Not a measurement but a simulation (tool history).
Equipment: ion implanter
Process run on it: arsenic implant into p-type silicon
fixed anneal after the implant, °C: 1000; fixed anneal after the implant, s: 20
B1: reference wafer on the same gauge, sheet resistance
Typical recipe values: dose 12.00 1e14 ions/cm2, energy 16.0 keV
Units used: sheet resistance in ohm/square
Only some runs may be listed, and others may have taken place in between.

{"run": 1, "hour": 0.0, "dose": 12.0, "energy": 16.0, "B1": 126.96, "sheet resistance": 133.82}
{"run": 2, "hour": 15.0, "dose": 12.0, "energy": 16.0, "B1": 127.01, "sheet resistance": 133.55}
{"run": 3, "hour": 22.6, "dose": 12.0, "energy": 16.0, "B1": 127.0, "sheet resistance": 133.62}
{"run": 4, "hour": 39.3, "dose": 12.0, "energy": 13.0, "B1": 127.0, "sheet resistance": 140.06}
{"run": 5, "hour": 45.6, "dose": 12.0, "energy": 13.0, "B1": 127.01, "sheet resistance": 139.94}
{"run": 6, "hour": 73.1, "dose": 12.0, "energy": 13.0, "B1": 126.99, "sheet resistance": 140.37}
{"run": 7, "hour": 83.7, "dose": 12.0, "energy": 16.0, "B1": 127.02, "sheet resistance": 133.79}
{"run": 8, "hour": 95.5, "dose": 12.0, "energy": 16.0, "B1": 127.01, "sheet resistance": 133.84}
{"hour": 119.2, "done": "Faraday cup replaced and dose calibrated"}
{"run": 9, "hour": 119.7, "dose": 12.0, "energy": 16.0, "B1": 126.95, "sheet resistance": 133.5}
{"run": 10, "hour": 125.0, "dose": 12.0, "energy": 16.0, "B1": 126.99, "sheet resistance": 133.85}
{"hour": 146.0, "done": "extraction supply calibrated"}
{"run": 11, "hour": 146.5, "dose": 9.29, "energy": 18.0, "B1": 127.03, "sheet resistance": 145.49}
{"run": 12, "hour": 155.5, "dose": 8.66, "energy": 20.5, "B1": 126.98, "sheet resistance": 146.93}
{"hour": 169.3, "done": "gauge calibrated"}
{"run": 13, "hour": 172.6, "dose": 12.0, "energy": 16.0, "B1": 126.97, "sheet resistance": 133.77}
{"run": 14, "hour": 187.6, "dose": 10.67, "energy": 21.0, "B1": 127.0, "sheet resistance": 130.68}
{"run": 15, "hour": 200.9, "dose": 14.67, "energy": 21.5, "B1": 127.0, "sheet resistance": 114.48}
{"run": 16, "hour": 214.4, "dose": 10.4, "energy": 17.5, "B1": 127.05, "sheet resistance": 138.62}
{"run": 17, "hour": 227.1, "dose": 8.74, "energy": 20.0, "B1": 127.07, "sheet resistance": 146.91}
{"run": 18, "hour": 234.6, "dose": 9.73, "energy": 11.0, "B1": 126.97, "sheet resistance": 157.02}
{"run": 19, "hour": 242.0, "dose": 12.0, "energy": 16.0, "B1": 126.98, "sheet resistance": 133.58}
{"run": 20, "hour": 257.9, "dose": 12.0, "energy": 20.0, "B1": 126.97, "sheet resistance": 125.69}
{"run": 21, "hour": 269.7, "dose": 13.78, "energy": 11.0, "B1": 127.0, "sheet resistance": 139.66}

Each row is a separate what-if for the run after 21, all from the same tool condition, not one after another. Results?
{"run": "A", "hour": 270.1, "dose": 12.0, "energy": 16.0, "B1": "?", "sheet resistance": "?"}
{"run": "B", "hour": 270.1, "dose": 13.07, "energy": 21.0, "B1": "?", "sheet resistance": "?"}
{"run": "C", "hour": 270.1, "dose": 10.51, "energy": 12.5, "B1": "?", "sheet resistance": "?"}

run=A B1=127.01 sheet_resistance=133.63
run=B B1=127.01 sheet_resistance=119.69
run=C B1=127.01 sheet_resistance=148.72
Stripped of hidden state, with their random variation kept, the same runs would have yielded:
run=A sheet_resistance=133.63
run=B sheet_resistance=119.69
run=C sheet_resistance=148.72
